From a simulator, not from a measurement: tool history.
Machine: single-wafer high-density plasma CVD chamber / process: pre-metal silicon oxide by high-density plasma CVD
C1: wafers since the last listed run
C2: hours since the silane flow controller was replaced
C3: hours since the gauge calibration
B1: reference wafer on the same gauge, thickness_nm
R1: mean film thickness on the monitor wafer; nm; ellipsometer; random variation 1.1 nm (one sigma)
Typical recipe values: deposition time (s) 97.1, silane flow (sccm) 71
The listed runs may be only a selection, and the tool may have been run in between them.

{"run": 1, "hour": 0.0, "deposition time (s)": 97.1, "silane flow (sccm)": 71, "C1": 0, "C2": 2609.4, "C3": 17.2, "B1": 762.085, "R1": 750.914}
{"run": 2, "hour": 12.5, "deposition time (s)": 97.1, "silane flow (sccm)": 77, "C1": 133, "C2": 2621.9, "C3": 29.7, "B1": 763.244, "R1": 814.156}
{"run": 3, "hour": 28.9, "deposition time (s)": 97.1, "silane flow (sccm)": 77, "C1": 174, "C2": 2638.3, "C3": 46.1, "B1": 763.767, "R1": 815.582}
{"run": 4, "hour": 42.1, "deposition time (s)": 97.1, "silane flow (sccm)": 77, "C1": 140, "C2": 2651.5, "C3": 59.3, "B1": 764.176, "R1": 816.989}
{"run": 5, "hour": 52.6, "deposition time (s)": 97.1, "silane flow (sccm)": 71, "C1": 112, "C2": 2662.0, "C3": 69.8, "B1": 765.01, "R1": 752.335}
{"run": 6, "hour": 58.7, "deposition time (s)": 97.1, "silane flow (sccm)": 71, "C1": 65, "C2": 2668.1, "C3": 75.9, "B1": 764.599, "R1": 753.951}
{"run": 7, "hour": 73.5, "deposition time (s)": 97.1, "silane flow (sccm)": 71, "C1": 157, "C2": 2682.9, "C3": 90.7, "B1": 765.038, "R1": 754.418}
{"run": 8, "hour": 81.2, "deposition time (s)": 82.3, "silane flow (sccm)": 71, "C1": 82, "C2": 2690.6, "C3": 98.4, "B1": 765.202, "R1": 637.039}
{"run": 9, "hour": 91.9, "deposition time (s)": 82.3, "silane flow (sccm)": 71, "C1": 114, "C2": 2701.3, "C3": 109.1, "B1": 765.039, "R1": 637.946}
{"hour": 102.6, "done": "silane flow controller replaced"}
{"run": 10, "hour": 103.6, "deposition time (s)": 97.1, "silane flow (sccm)": 71, "C1": 39, "C2": 1.0, "C3": 120.8, "B1": 765.613, "R1": 752.956}
{"run": 11, "hour": 110.0, "deposition time (s)": 87.1, "silane flow (sccm)": 71, "C1": 68, "C2": 7.4, "C3": 127.2, "B1": 765.31, "R1": 676.136}
{"hour": 120.6, "done": "gauge calibrated"}
{"run": 12, "hour": 125.4, "deposition time (s)": 113.1, "silane flow (sccm)": 60, "C1": 164, "C2": 22.8, "C3": 4.8, "B1": 760.843, "R1": 737.193}
{"run": 13, "hour": 138.7, "deposition time (s)": 88.2, "silane flow (sccm)": 85, "C1": 141, "C2": 36.1, "C3": 18.1, "B1": 761.772, "R1": 817.199}
{"run": 14, "hour": 151.6, "deposition time (s)": 97.1, "silane flow (sccm)": 71, "C1": 137, "C2": 49.0, "C3": 31.0, "B1": 762.915, "R1": 750.31}
{"run": 15, "hour": 162.7, "deposition time (s)": 110.7, "silane flow (sccm)": 62, "C1": 118, "C2": 60.1, "C3": 42.1, "B1": 763.517, "R1": 745.724}
{"run": 16, "hour": 174.5, "deposition time (s)": 97.1, "silane flow (sccm)": 67, "C1": 125, "C2": 71.9, "C3": 53.9, "B1": 764.239, "R1": 709.742}
{"run": 17, "hour": 183.8, "deposition time (s)": 110.1, "silane flow (sccm)": 85, "C1": 99, "C2": 81.2, "C3": 63.2, "B1": 764.016, "R1": 1018.211}
{"run": 18, "hour": 198.6, "deposition time (s)": 110.0, "silane flow (sccm)": 67, "C1": 157, "C2": 96.0, "C3": 78.0, "B1": 764.419, "R1": 806.248}
{"run": 19, "hour": 213.8, "deposition time (s)": 85.6, "silane flow (sccm)": 71, "C1": 162, "C2": 111.2, "C3": 93.2, "B1": 764.53, "R1": 664.088}

Some steps in R1 between neighbouring runs. How much of each would the tool show without its hidden state too (settings, what came in, random variation), and how much is left for the hidden state, with any gauge scatter that isn't in both results?
The tool's hidden condition here consists of: delivered silane flow above the setpoint (%); gauge reads high (%).
Run 11 -> 12: deposition time (s) 87.1 -> 113.1, silane flow (sccm) 71 -> 60, gauge calibrated. R1 +61.057 nm: hidden state -3.633, all else +64.690.
Run 16 -> 17: deposition time (s) 97.1 -> 110.1, silane flow (sccm) 67 -> 85. R1 +308.469 nm: hidden state +1.478, all else +306.991.
